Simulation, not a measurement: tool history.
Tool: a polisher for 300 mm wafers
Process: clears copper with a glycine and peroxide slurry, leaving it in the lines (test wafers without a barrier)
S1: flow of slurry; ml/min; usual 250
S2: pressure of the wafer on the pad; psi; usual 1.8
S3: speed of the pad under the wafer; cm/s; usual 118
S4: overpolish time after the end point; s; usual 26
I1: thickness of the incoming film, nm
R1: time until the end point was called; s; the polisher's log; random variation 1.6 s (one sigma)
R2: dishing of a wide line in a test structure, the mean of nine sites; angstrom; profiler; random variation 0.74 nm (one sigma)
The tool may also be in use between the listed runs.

run	day	S1	S2	S3	S4	I1	R1	R2
1	0	300	1.8	118	26	563.1	155.9	579
2	0.9	300	1.8	118	26	574.7	160.3	566
# day 2.1: worn pad replaced by a new one
3	3.408	300	1.8	118	26	563	152.1	566
4	4.65	250	1.8	118	26	571.8	158.5	560
5	6.083	250	1.8	118	26	570.6	156.4	578
# day 6.633: worn pad replaced by a new one
6	7.296	250	1.8	118	26	560.9	150.1	589
7	8.771	315	1.8	118	26	572.2	149	589
8	9.721	315	1.8	118	26	561.9	148.5	592
# day 10.233: slurry nozzle cleaned
9	10.454	250	1.8	118	37	562.8	153.2	735
# day 11.45: worn pad replaced by a new one
10	11.575	205	2.2	118	26	570.8	126.3	670
11	12.65	250	1.8	134	34	566.7	132.9	758
12	13.833	165	1.8	156	26	563.1	126.3	666
# day 14.579: head pressure recalibrated
13	14.912	250	1.8	118	26	565.1	165.3	546
14	16.229	250	1.8	118	26	574.6	162.2	550
# day 16.45: worn pad replaced by a new one
15	16.812	300	1.8	118	26	571.2	150.9	582
16	17.6	250	1.3	136	22	570.9	177.3	450
17	18.854	250	1.3	146	26	571.6	172.1	514

Forecast run 18:
18	19.783	165	1.2	82	11	569.8	?	?

{"run 18": {"R1": 280.6, "R2": 163}}
Without the tool's hidden state the same run would have given R1 263 s, R2 173 angstrom.

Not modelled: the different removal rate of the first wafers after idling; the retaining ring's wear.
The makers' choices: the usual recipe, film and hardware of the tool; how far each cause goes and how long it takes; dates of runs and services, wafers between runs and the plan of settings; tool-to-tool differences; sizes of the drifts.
